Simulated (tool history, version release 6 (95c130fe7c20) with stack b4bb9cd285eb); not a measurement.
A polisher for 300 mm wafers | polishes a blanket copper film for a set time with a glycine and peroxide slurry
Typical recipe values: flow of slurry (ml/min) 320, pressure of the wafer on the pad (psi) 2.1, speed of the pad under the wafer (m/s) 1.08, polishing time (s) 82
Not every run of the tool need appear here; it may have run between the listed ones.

run,hour,flow of slurry (ml/min),pressure of the wafer on the pad (psi),speed of the pad under the wafer (m/s),polishing time (s),"incoming thickness of the incoming film, nm",film removed (Å)
1,0,320,2.1,0.96,82,1097.8,2690
2,99,240,2.1,1.08,72,1097.6,2526
# hour 197.5: worn pad replaced by a new one
3,204.6,320,2.6,1.08,82,1098.1,3388
4,246.4,320,2.6,1.08,82,1073.1,3363
5,331.9,320,2.1,1.08,82,1100,2991
6,375.6,320,2.1,1.08,82,1095.2,2875
7,427,320,2.1,1.08,102,1087.2,3657
# hour 485.4: head pressure recalibrated
8,520.5,320,2.1,1.08,102,1091.7,3785
9,612.7,320,2.4,1.08,82,1093.4,3334
# hour 662.8: slurry nozzle cleaned
10,678.5,320,2.4,1.08,82,1084.8,3325
11,732.6,320,2.1,1.08,95,1081.1,3504
# hour 791: worn pad replaced by a new one
12,933.5,320,2.1,1.08,95,1104.1,3410
13,1040.4,320,2.1,1.08,95,1078.7,3465
14,1111.4,320,2.1,1.08,82,1079.8,2929
15,1179.2,320,2.1,1.08,82,1099.9,2924
16,1252.5,320,2.1,1.08,82,1092.9,2910
17,1359.6,320,2.1,1.08,82,1080.6,2931
# hour 1373.7: head pressure recalibrated
# hour 1425.3: worn pad replaced by a new one
# hour 1432.7: slurry nozzle cleaned
18,1447.9,320,2.1,1.08,82,1074.8,3044
19,1484,245,2.1,1.08,56,1111.6,2027
20,1561,320,1.8,1.08,82,1074.8,2758
21,1666,320,2.1,1.08,82,1077.7,3093
22,1709.2,410,2.8,1.34,82,1082.1,4502
23,1755.8,320,2.1,1.08,82,1104.4,2977
24,1808.7,320,1.6,1.08,82,1097.4,2573
25,1896.3,365,2.1,1.08,82,1091.7,3010
26,1979.2,220,1.5,1.44,61,1093.2,2097
# hour 2002.2: worn pad replaced by a new one
27,2045.2,400,2.1,1.08,82,1103.5,3020
# hour 2139.4: slurry nozzle cleaned
28,2253.4,380,2.6,1.18,74,1080,3330
# hour 2306.7: head pressure recalibrated
29,2311.7,320,2.1,1.4,82,1088.3,3678
30,2349.1,265,1.6,0.9,110,1087.1,2921
31,2390.6,320,2.1,1.08,92,1071.6,3396
# hour 2626.5: worn pad replaced by a new one
32,2643.4,245,2.5,1.32,109,1093.5,5049
33,2718.5,285,1.8,1.08,82,1099.1,2700
# hour 2760.4: slurry nozzle cleaned
34,2794.8,320,2.1,1.08,82,1092.7,2952
35,2857.1,320,2.1,1.08,82,1096,2946
36,2908.8,320,2.1,1.08,82,1082.7,2983
37,3000,320,2.1,1.08,82,1078.3,2893

Selected run-to-run steps in film removed (Å), each split into two signed amounts: the part the tool would show with no hidden state at all (from settings, incoming material and random variation), and the remainder, which goes to the hidden state together with any gauge scatter not common to the measured and the hidden-state-free results:
Hidden state at play: removal rate lost through wear of the pad, %; slurry flow missing at the pad, %; deviation of the head's pressure from its setpoint, %.
Run 7 -> 8: head pressure recalibrated. film removed (Å) +128: hidden state +162, all else -34.
Run 17 -> 18: head pressure recalibrated, worn pad replaced by a new one, slurry nozzle cleaned. film removed (Å) +113: hidden state +148, all else -35.
Run 22 -> 23: flow of slurry (ml/min) 410 -> 320, pressure of the wafer on the pad (psi) 2.8 -> 2.1, speed of the pad under the wafer (m/s) 1.34 -> 1.08. film removed (Å) -1525: hidden state +21, all else -1546.
Run 28 -> 29: flow of slurry (ml/min) 380 -> 320, pressure of the wafer on the pad (psi) 2.6 -> 2.1, speed of the pad under the wafer (m/s) 1.18 -> 1.4, polishing time (s) 74 -> 82, head pressure recalibrated. film removed (Å) +348: hidden state +139, all else +209.
Run 31 -> 32: flow of slurry (ml/min) 320 -> 245, pressure of the wafer on the pad (psi) 2.1 -> 2.5, speed of the pad under the wafer (m/s) 1.08 -> 1.32, polishing time (s) 92 -> 109, worn pad replaced by a new one. film removed (Å) +1653: hidden state -102, all else +1755.
Run 32 -> 33: flow of slurry (ml/min) 245 -> 285, pressure of the wafer on the pad (psi) 2.5 -> 1.8, speed of the pad under the wafer (m/s) 1.32 -> 1.08, polishing time (s) 109 -> 82. film removed (Å) -2349: hidden state +61, all else -2410.
